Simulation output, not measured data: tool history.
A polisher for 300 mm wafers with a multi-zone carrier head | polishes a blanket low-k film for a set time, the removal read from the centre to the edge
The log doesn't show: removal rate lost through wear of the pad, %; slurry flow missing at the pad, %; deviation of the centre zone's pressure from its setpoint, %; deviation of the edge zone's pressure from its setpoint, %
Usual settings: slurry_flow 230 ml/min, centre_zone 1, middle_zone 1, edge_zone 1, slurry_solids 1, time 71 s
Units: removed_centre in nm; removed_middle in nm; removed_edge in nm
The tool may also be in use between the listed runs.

run,hour,slurry_flow,centre_zone,middle_zone,edge_zone,slurry_solids,time,wafers since the last listed run,wafers polished on this pad,hours since the slurry nozzle was cleaned,hours since the centre zone pressure was calibrated,hours since the edge zone pressure was calibrated,hours since the carrier head's membrane was replaced,"incoming thickness of the incoming film, nm",removed_centre,removed_middle,removed_edge
1,0,230,1,1,1,1,79,0,63,729.7,562.7,958.2,1119.5,369.7,26,24,23.5
2,24.2,230,1,1,1,1,79,149,212,753.9,586.9,982.4,1143.7,363,24.7,23.5,23.7
3,39.1,230,1,1,1,1,71,91,304,768.8,601.8,997.3,1158.6,375.8,22.6,21.1,20.7
4,67.3,230,1.06,1,1,1,71,173,477,797,630,1025.5,1186.8,371.1,23.2,20.2,20.3
# hour 78: centre zone pressure recalibrated
5,90.6,230,1.06,1,1,1,71,131,609,820.3,12.6,1048.8,1210.1,366.6,20.6,20.2,20
6,107.5,230,1,1,1,1,71,104,713,837.2,29.5,1065.7,1227,376,19.3,19.1,19.7
7,128.7,230,1,1,1,1,71,130,843,858.4,50.7,1086.9,1248.2,373.5,18.6,19.1,19
# hour 151.6: worn pad replaced by a new one
8,152.1,290,1,1,1,1,71,119,2,881.8,74.1,1110.3,1271.6,377.6,21.8,21.7,21.4
# hour 191: edge zone pressure recalibrated
9,196,230,1,1,1.06,1,71,258,261,925.7,118,5,1315.5,368,21.2,20.5,21.6
# hour 202.6: slurry nozzle cleaned
10,222.5,230,0.88,1,1,1,61,157,418,19.9,144.5,31.5,1342,366.9,15.7,17.6,17.3
11,318.2,230,1.05,0.92,1,1,80,589,1007,115.6,240.2,127.2,1437.7,376.1,21.9,19.7,20.8
# hour 329.8: carrier head's membrane replaced by a new one
# hour 333.9: worn pad replaced by a new one
12,343.7,230,0.89,1,1,1,71,101,60,141.1,265.7,152.7,13.9,366.6,18.9,21,21.4

Run 13 comes next. What will it give?
13,375.3,230,1.04,1,1,0.75,71,194,255,172.7,297.3,184.3,45.5,372.7,?,?,?

removed_centre: 18.3 nm
removed_middle: 17 nm
removed_edge: 16.7 nm
Without the tool's hidden state the same run would have given removed_centre 18.7 nm, removed_middle 18.1 nm, removed_edge 17.8 nm.

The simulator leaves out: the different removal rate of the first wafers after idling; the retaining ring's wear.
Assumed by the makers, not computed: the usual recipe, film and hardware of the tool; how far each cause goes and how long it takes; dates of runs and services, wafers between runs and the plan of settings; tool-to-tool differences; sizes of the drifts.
